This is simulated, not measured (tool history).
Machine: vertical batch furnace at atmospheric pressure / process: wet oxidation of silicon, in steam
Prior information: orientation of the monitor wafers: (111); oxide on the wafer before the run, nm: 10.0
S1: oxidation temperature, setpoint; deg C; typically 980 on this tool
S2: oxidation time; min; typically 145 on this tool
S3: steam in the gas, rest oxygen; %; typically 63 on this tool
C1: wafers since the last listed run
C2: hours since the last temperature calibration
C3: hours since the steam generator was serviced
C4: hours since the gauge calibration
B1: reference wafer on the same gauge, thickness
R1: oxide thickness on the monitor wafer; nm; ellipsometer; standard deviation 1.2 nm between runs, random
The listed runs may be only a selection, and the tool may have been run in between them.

| run | hour | S1 | S2 | S3 | C1 | C2 | C3 | C4 | B1 | R1 |
|---|---|---|---|---|---|---|---|---|---|---|
| 1 | 0 | 980 | 145 | 63 | 0 | 1308.9 | 861 | 314.4 | 536.24 | 583.9 |
| 2 | 32 | 980 | 145 | 63 | 464 | 1340.9 | 893 | 346.4 | 535.76 | 585.06 |
| 3 | 51.3 | 980 | 145 | 63 | 280 | 1360.2 | 912.3 | 365.7 | 535.85 | 585.83 |
| 4 | 70.8 | 980 | 145 | 63 | 283 | 1379.7 | 931.8 | 385.2 | 535.92 | 583.7 |
| 5 | 98.2 | 980 | 145 | 69 | 397 | 1407.1 | 959.2 | 412.6 | 536.12 | 614.22 |
| 6 | 122.1 | 980 | 98.5 | 63 | 347 | 1431 | 983.1 | 436.5 | 536.33 | 457.52 |
| 7 | 225.8 | 980 | 145 | 63 | 1505 | 1534.7 | 1086.8 | 540.2 | 535.92 | 579.12 |
| 8 | 250.5 | 980 | 145 | 63 | 358 | 1559.4 | 1111.5 | 564.9 | 536.11 | 579.76 |
|  | 285.9 | steam generator serviced |
| 9 | 286.4 | 980 | 145 | 63 | 172 | 1595.3 | 0.5 | 600.8 | 535.74 | 595.18 |
| 10 | 306.4 | 980 | 145 | 63 | 290 | 1615.3 | 20.5 | 620.8 | 535.74 | 594.94 |
|  | 330 | gauge calibrated |
|  | 330.7 | thermocouples replaced and temperature profile calibrated |
| 11 | 331.2 | 980 | 145 | 60 | 11 | 0.5 | 45.3 | 1.2 | 536.18 | 562.7 |
| 12 | 353.4 | 980 | 145 | 63 | 322 | 22.7 | 67.5 | 23.4 | 535.86 | 580.61 |
| 13 | 373.8 | 980 | 207 | 72 | 296 | 43.1 | 87.9 | 43.8 | 535.91 | 784.24 |
| 14 | 391.8 | 980 | 145 | 63 | 261 | 61.1 | 105.9 | 61.8 | 535.95 | 582.71 |
| 15 | 424.7 | 980 | 145 | 52 | 477 | 94 | 138.8 | 94.7 | 536.01 | 520.49 |
| 16 | 457.7 | 999 | 145 | 68 | 479 | 127 | 171.8 | 127.7 | 536.12 | 673 |
| 17 | 480.5 | 980 | 145 | 63 | 331 | 149.8 | 194.6 | 150.5 | 535.88 | 586.47 |
| 18 | 503.3 | 967 | 145 | 63 | 331 | 172.6 | 217.4 | 173.3 | 535.6 | 544.34 |
| 19 | 523 | 1003 | 171.5 | 63 | 286 | 192.3 | 237.1 | 193 | 535.97 | 727.11 |
| 20 | 540.2 | 980 | 145 | 63 | 249 | 209.5 | 254.3 | 210.2 | 535.81 | 583.03 |
| 21 | 575.5 | 980 | 145 | 73 | 512 | 244.8 | 289.6 | 245.5 | 535.88 | 640.19 |

Branching from run 21: 5 alternative next runs. What would each branch give?
| A | 581 | 980 | 145 | 63 | 79 | 250.3 | 295.1 | 251 | ? | ? |
| B | 581 | 956 | 79.5 | 63 | 79 | 250.3 | 295.1 | 251 | ? | ? |
| C | 581 | 980 | 145 | 59 | 79 | 250.3 | 295.1 | 251 | ? | ? |
| D | 581 | 988 | 192 | 59 | 79 | 250.3 | 295.1 | 251 | ? | ? |
| E | 581 | 956 | 105.5 | 72 | 79 | 250.3 | 295.1 | 251 | ? | ? |

| run | B1 | R1 |
|---|---|---|
| A | 535.78 | 584.26 |
| B | 535.78 | 341.15 |
| C | 535.78 | 561.36 |
| D | 535.78 | 693.04 |
| E | 535.78 | 449.97 |
With the hidden condition removed and each run's random variation left untouched, the same runs would have given:
| run | R1 |
|---|---|
| A | 577.1 |
| B | 335.42 |
| C | 554.37 |
| D | 685.39 |
| E | 443.18 |
